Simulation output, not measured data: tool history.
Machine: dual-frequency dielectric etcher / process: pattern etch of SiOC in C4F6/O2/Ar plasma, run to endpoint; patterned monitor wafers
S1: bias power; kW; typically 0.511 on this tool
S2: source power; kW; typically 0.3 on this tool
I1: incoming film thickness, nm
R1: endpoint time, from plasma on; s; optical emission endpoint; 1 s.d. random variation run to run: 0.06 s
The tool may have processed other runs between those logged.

run   hour     S1    S2     I1    R1
  1      0  0.511  0.33  43.18  14.8
  2   21.8  0.511  0.33  43.36  14.8
  3   40.4  0.511  0.33  43.34  14.8
  4   57.9  0.557  0.28  43.64  15.9
  5   89.3  0.557  0.28  43.46  15.8
     135.6  -- upper electrode replaced
  6  136.1  0.511   0.3  43.61  15.4
  7  138.9  0.511   0.3  43.27  15.4
  8  161.7  0.461  0.25  43.58  17.5
       176  -- source power generator calibrated
  9  177.1  0.637  0.22  43.62  17.6
     200.8  -- bias power generator calibrated
     208.3  -- wet clean of the chamber
 10  208.8  0.511   0.3  43.56  16.2
 11  227.1  0.511   0.3  44.15  16.5
 12    248  0.464  0.32   43.3  15.8
 13  266.7  0.617  0.25  43.13  16.8
 14  287.7  0.511  0.24  43.39  18.2
 15  323.6  0.557  0.36  43.36  14.3

Branching from run 15: 3 alternative next runs. What would each branch give?
  A   324  0.511   0.3  43.3   ?
  B   324  0.511  0.22  43.3   ?
  C   324  0.596  0.27  43.3   ?

run    R1
  A  15.9
  B  18.9
  C  16.3
Had the tool no hidden state, the same runs would have come out as:
run    R1
  A  16.1
  B  19.1
  C  16.4
